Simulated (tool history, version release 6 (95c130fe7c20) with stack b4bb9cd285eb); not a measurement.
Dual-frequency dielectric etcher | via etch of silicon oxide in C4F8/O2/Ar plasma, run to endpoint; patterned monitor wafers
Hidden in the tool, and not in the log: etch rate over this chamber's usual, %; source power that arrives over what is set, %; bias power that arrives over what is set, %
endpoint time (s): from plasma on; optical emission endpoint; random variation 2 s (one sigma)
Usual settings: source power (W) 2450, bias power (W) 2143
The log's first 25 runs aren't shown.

run     day  source power (W)  bias power (W)  wafers since the last listed run  hours since the last wet clean  hours since the last source power generator calibration  hours since the last bias power generator calibration  hours since the last upper electrode change  incoming incoming film thickness, nm  endpoint time (s)
 26  29.879              2450            2383                                95                           422.0                                                    217.7                                                   98.8                                        557.3                                1484.7              264.6
     33.354  -- wet clean of the chamber
 27  34.225              2880            1854                               324                            20.9                                                    322.0                                                  203.1                                        661.6                                1494.8              261.6
 28  35.388              2780            2293                               112                            48.8                                                    349.9                                                  231.0                                        689.5                                1461.5              248.0
 29  36.492              2730            2505                               107                            75.3                                                    376.4                                                  257.5                                        716.0                                1489.5              253.7
 30  37.642              2450            2143                               111                           102.9                                                    404.0                                                  285.1                                        743.6                                1489.7              273.8
 31  38.779              2160            1810                               110                           130.2                                                    431.3                                                  312.4                                        770.9                                1478.2              294.1
 32  40.067              2450            2143                               124                           161.1                                                    462.2                                                  343.3                                        801.8                                1498.2              273.6
 33  40.962              2450            2143                                86                           182.6                                                    483.7                                                  364.8                                        823.3                                1487.2              272.0
 34  41.858              2830            2536                                86                           204.1                                                    505.2                                                  386.3                                        844.8                                1496.4              246.6

5 ways to go on from here, each from the tool as it stands after run 34. What would each give?
  A  41.879              2450            1617                                 2                           204.6                                                    505.7                                                  386.8                                        845.3                                1490.0                  ?
  B  41.879              2790            2435                                 2                           204.6                                                    505.7                                                  386.8                                        845.3                                1490.0                  ?
  C  41.879              1930            1715                                 2                           204.6                                                    505.7                                                  386.8                                        845.3                                1490.0                  ?
  D  41.879              2450            2648                                 2                           204.6                                                    505.7                                                  386.8                                        845.3                                1490.0                  ?
  E  41.879              3030            1747                                 2                           204.6                                                    505.7                                                  386.8                                        845.3                                1490.0                  ?

run  endpoint time (s)
  A              288.0
  B              249.1
  C              314.9
  D              257.7
  E              259.1
Without the tool's hidden state the same runs would have given:
run  endpoint time (s)
  A              288.0
  B              249.1
  C              314.9
  D              257.7
  E              259.1
